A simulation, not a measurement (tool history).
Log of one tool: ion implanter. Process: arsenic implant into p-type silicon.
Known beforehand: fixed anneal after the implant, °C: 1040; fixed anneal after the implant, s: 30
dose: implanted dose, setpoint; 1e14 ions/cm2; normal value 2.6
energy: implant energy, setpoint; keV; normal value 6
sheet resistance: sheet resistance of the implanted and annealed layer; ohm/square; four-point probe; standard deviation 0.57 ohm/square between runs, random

run   hour  dose  energy  read-back reference wafer on the same gauge, sheet resistance  sheet resistance
  1      0  2.81       6                                                          420.1            346.25
       0.4  -- gauge calibrated
  2   12.8   2.6       6                                                         419.88             370.1
  3   21.1   2.6       6                                                         420.17            369.62
  4     35   2.6     5.5                                                         419.91            370.96
  5   41.4   2.6     5.5                                                         420.17            370.71
  6     49   2.6     5.5                                                         419.71            370.16
  7     58  3.01       6                                                         420.01            327.48
  8   65.3  3.01       6                                                         420.26            328.08
  9   97.8   2.6       6                                                         419.85            368.16
 10  112.1   2.6       6                                                         420.01            369.36
 11  121.2  2.89       5                                                         419.79            340.27
 12  130.2  3.35       5                                                         419.89            301.07
     136.8  -- gauge calibrated
     140.3  -- extraction supply calibrated
 13  147.9  2.85     6.5                                                         420.19            341.03
 14  156.3   2.6     7.5                                                         420.02             365.2
     177.6  -- Faraday cup replaced and dose calibrated
 15  178.1  3.09       8                                                         420.11            329.31
 16  185.5   2.6       6                                                         420.12            383.38
 17  199.5   2.6       6                                                         420.11            383.46
 18  208.5  3.17       5                                                         420.08            326.87

Run 19 is up next; what results do you expect?
 19  217.7  2.94     4.5                                                              ?                 ?

Run 19 came out at read-back reference wafer on the same gauge, sheet resistance 420.26, sheet resistance 349.12 ohm/square.
Were there no unlogged condition in the tool, this run, its random variation unchanged, would have produced sheet resistance 348.8 ohm/square.
